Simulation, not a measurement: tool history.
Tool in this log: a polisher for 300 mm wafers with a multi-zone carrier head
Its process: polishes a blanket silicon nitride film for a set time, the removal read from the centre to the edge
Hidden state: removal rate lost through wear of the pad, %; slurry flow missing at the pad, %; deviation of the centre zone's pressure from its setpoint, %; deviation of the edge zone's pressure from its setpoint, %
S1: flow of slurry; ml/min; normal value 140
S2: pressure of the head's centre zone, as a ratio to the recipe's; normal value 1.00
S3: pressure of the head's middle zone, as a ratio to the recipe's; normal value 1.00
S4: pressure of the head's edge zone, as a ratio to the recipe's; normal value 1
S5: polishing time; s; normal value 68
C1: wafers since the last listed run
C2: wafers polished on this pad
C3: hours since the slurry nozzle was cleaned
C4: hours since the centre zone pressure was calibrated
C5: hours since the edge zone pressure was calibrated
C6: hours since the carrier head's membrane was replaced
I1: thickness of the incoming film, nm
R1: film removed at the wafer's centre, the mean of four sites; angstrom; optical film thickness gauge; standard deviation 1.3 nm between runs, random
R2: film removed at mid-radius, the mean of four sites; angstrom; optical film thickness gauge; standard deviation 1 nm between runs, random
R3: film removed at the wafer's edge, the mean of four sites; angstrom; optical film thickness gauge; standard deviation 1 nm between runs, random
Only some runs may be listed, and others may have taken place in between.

run,hour,S1,S2,S3,S4,S5,C1,C2,C3,C4,C5,C6,I1,R1,R2,R3
1,0.0,160,1.00,1.06,1,68,0,17,219.7,193.0,826.6,729.3,835.7,851,979,907
2,36.6,140,1.00,1.00,1,62,253,271,256.3,229.6,863.2,765.9,821.1,704,784,788
3,65.0,140,1.00,1.00,1,62,196,468,284.7,258.0,891.6,794.3,805.1,689,760,769
4,127.4,115,1.00,1.00,1,68,432,901,347.1,320.4,954.0,856.7,827.3,709,811,801
# hour 144.1: worn pad replaced by a new one
# hour 162.9: centre zone pressure recalibrated
5,198.6,140,1.00,0.96,1,68,451,364,418.3,35.7,1025.2,927.9,828.8,839,834,873
6,240.9,140,1.00,1.00,1,68,293,657,460.6,78.0,1067.5,970.2,824.5,805,838,828
7,291.6,140,1.00,1.00,1,68,351,1008,511.3,128.7,1118.2,1020.9,828.7,791,825,846
# hour 315.2: worn pad replaced by a new one
# hour 319.3: carrier head's membrane replaced by a new one
8,357.6,140,1.00,1.00,1,68,401,265,577.3,194.7,1184.2,38.3,819.7,788,853,859

Run 9 comes next. What will it give?
# hour 362.8: slurry nozzle cleaned
9,392.0,140,0.92,1.00,1,68,231,496,29.2,229.1,1218.6,72.7,821.6,?,?,?

Run 9 gave R1 721 angstrom, R2 860 angstrom, R3 837 angstrom.
Had the tool carried no hidden state, the very same run would have given R1 840 angstrom, R2 936 angstrom, R3 912 angstrom.
